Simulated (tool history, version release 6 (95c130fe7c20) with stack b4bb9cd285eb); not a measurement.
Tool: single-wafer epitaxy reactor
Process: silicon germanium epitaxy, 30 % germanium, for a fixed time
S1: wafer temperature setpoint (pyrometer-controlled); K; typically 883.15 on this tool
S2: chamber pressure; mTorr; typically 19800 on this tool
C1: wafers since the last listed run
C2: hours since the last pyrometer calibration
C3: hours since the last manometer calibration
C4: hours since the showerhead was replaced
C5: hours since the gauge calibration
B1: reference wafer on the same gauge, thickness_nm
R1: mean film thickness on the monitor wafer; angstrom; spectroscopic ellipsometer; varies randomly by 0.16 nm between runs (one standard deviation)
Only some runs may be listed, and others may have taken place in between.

run 1 day=0.000 | S1=883.15 S2=19800 | C1=0 C2=2715.8 C3=1904.4 C4=2396.7 C5=17.2 | B1=77.596 | R1=679.03
run 2 day=1.071 | S1=883.15 S2=19800 | C1=546 C2=2741.5 C3=1930.1 C4=2422.4 C5=42.9 | B1=77.603 | R1=677.17
run 3 day=2.175 | S1=883.15 S2=19800 | C1=563 C2=2768.0 C3=1956.6 C4=2448.9 C5=69.4 | B1=77.609 | R1=675.04
run 4 day=3.475 | S1=883.15 S2=19800 | C1=663 C2=2799.2 C3=1987.8 C4=2480.1 C5=100.6 | B1=77.588 | R1=678.57
run 5 day=4.912 | S1=883.15 S2=19800 | C1=733 C2=2833.7 C3=2022.3 C4=2514.6 C5=135.1 | B1=77.625 | R1=681.54
run 6 day=6.079 | S1=883.15 S2=19800 | C1=595 C2=2861.7 C3=2050.3 C4=2542.6 C5=163.1 | B1=77.560 | R1=678.00
run 7 day=6.875 | S1=883.15 S2=19800 | C1=406 C2=2880.8 C3=2069.4 C4=2561.7 C5=182.2 | B1=77.479 | R1=678.07
run 8 day=7.975 | S1=883.15 S2=19800 | C1=561 C2=2907.2 C3=2095.8 C4=2588.1 C5=208.6 | B1=77.516 | R1=678.06
run 9 day=9.450 | S1=883.15 S2=18000 | C1=753 C2=2942.6 C3=2131.2 C4=2623.5 C5=244.0 | B1=77.524 | R1=652.30
-- day=10.925 showerhead replaced
run 10 day=10.946 | S1=883.15 S2=19800 | C1=593 C2=2978.5 C3=2167.1 C4=0.5 C5=279.9 | B1=77.515 | R1=677.94
run 11 day=11.679 | S1=883.15 S2=22900 | C1=374 C2=2996.1 C3=2184.7 C4=18.1 C5=297.5 | B1=77.529 | R1=721.54
run 12 day=12.854 | S1=883.15 S2=22900 | C1=599 C2=3024.3 C3=2212.9 C4=46.3 C5=325.7 | B1=77.409 | R1=722.61
run 13 day=13.650 | S1=883.15 S2=19800 | C1=406 C2=3043.4 C3=2232.0 C4=65.4 C5=344.8 | B1=77.425 | R1=674.45
-- day=14.442 pyrometer calibrated
run 14 day=14.462 | S1=883.15 S2=19800 | C1=244 C2=0.5 C3=2251.5 C4=84.9 C5=364.3 | B1=77.415 | R1=675.94
run 15 day=15.421 | S1=883.15 S2=19800 | C1=489 C2=23.5 C3=2274.5 C4=107.9 C5=387.3 | B1=77.371 | R1=675.02
run 16 day=16.767 | S1=879.15 S2=19800 | C1=687 C2=55.8 C3=2306.8 C4=140.2 C5=419.6 | B1=77.293 | R1=626.52
-- day=17.538 capacitance manometer re-zeroed and calibrated
run 17 day=17.558 | S1=898.15 S2=22900 | C1=234 C2=74.8 C3=0.5 C4=159.2 C5=438.6 | B1=77.316 | R1=959.57
run 18 day=18.533 | S1=883.15 S2=19800 | C1=497 C2=98.2 C3=23.9 C4=182.6 C5=462.0 | B1=77.226 | R1=674.69
run 19 day=19.438 | S1=883.15 S2=15400 | C1=461 C2=119.9 C3=45.6 C4=204.3 C5=483.7 | B1=77.221 | R1=601.62
run 20 day=22.633 | S1=883.15 S2=19800 | C1=1631 C2=196.6 C3=122.3 C4=281.0 C5=560.4 | B1=77.045 | R1=671.83
run 21 day=23.954 | S1=883.15 S2=19800 | C1=674 C2=228.3 C3=154.0 C4=312.7 C5=592.1 | B1=77.026 | R1=670.26
run 22 day=26.508 | S1=869.15 S2=19800 | C1=1304 C2=289.6 C3=215.3 C4=374.0 C5=653.4 | B1=76.900 | R1=507.01
run 23 day=27.067 | S1=883.15 S2=19800 | C1=285 C2=303.0 C3=228.7 C4=387.4 C5=666.8 | B1=76.794 | R1=671.93
-- day=27.675 gauge calibrated
run 24 day=28.112 | S1=879.15 S2=23600 | C1=534 C2=328.1 C3=253.8 C4=412.5 C5=10.5 | B1=77.683 | R1=676.16
run 25 day=29.146 | S1=893.15 S2=19800 | C1=527 C2=352.9 C3=278.6 C4=437.3 C5=35.3 | B1=77.634 | R1=823.17
run 26 day=30.567 | S1=892.15 S2=19800 | C1=725 C2=387.0 C3=312.7 C4=471.4 C5=69.4 | B1=77.659 | R1=806.53
run 27 day=31.871 | S1=893.15 S2=17000 | C1=665 C2=418.3 C3=344.0 C4=502.7 C5=100.7 | B1=77.658 | R1=768.75
run 28 day=33.142 | S1=873.15 S2=18500 | C1=648 C2=448.8 C3=374.5 C4=533.2 C5=131.2 | B1=77.620 | R1=540.43
run 29 day=34.388 | S1=898.15 S2=15500 | C1=636 C2=478.7 C3=404.4 C4=563.1 C5=161.1 | B1=77.561 | R1=808.71
run 30 day=34.938 | S1=892.15 S2=17200 | C1=280 C2=491.9 C3=417.6 C4=576.3 C5=174.3 | B1=77.569 | R1=758.34
run 31 day=35.733 | S1=883.15 S2=19800 | C1=406 C2=511.0 C3=436.7 C4=595.4 C5=193.4 | B1=77.531 | R1=679.42
run 32 day=37.200 | S1=870.15 S2=15700 | C1=748 C2=546.2 C3=471.9 C4=630.6 C5=228.6 | B1=77.562 | R1=471.12
run 33 day=37.829 | S1=883.15 S2=19800 | C1=321 C2=561.3 C3=487.0 C4=645.7 C5=243.7 | B1=77.519 | R1=673.99
run 34 day=39.092 | S1=883.15 S2=17300 | C1=644 C2=591.6 C3=517.3 C4=676.0 C5=274.0 | B1=77.536 | R1=638.42
run 35 day=39.800 | S1=896.15 S2=21200 | C1=361 C2=608.6 C3=534.3 C4=693.0 C5=291.0 | B1=77.483 | R1=894.74

Alternative continuations, all from the tool just after run 35; predict every row:
run A day=39.817 | S1=883.15 S2=19800 | C1=8 C2=609.0 C3=534.7 C4=693.4 C5=291.4 | B1=? | R1=?
run B day=39.817 | S1=877.15 S2=19800 | C1=8 C2=609.0 C3=534.7 C4=693.4 C5=291.4 | B1=? | R1=?
run C day=39.817 | S1=893.15 S2=22000 | C1=8 C2=609.0 C3=534.7 C4=693.4 C5=291.4 | B1=? | R1=?
run D day=39.817 | S1=877.15 S2=23600 | C1=8 C2=609.0 C3=534.7 C4=693.4 C5=291.4 | B1=? | R1=?

run=A B1=77.427 R1=676.83
run=B B1=77.427 R1=601.30
run=C B1=77.427 R1=860.18
run=D B1=77.427 R1=649.43
The same runs, with their run-to-run variation unchanged, on a tool lacking any hidden condition would have given:
run=A R1=677.75
run=B R1=602.12
run=C R1=861.35
run=D R1=650.32

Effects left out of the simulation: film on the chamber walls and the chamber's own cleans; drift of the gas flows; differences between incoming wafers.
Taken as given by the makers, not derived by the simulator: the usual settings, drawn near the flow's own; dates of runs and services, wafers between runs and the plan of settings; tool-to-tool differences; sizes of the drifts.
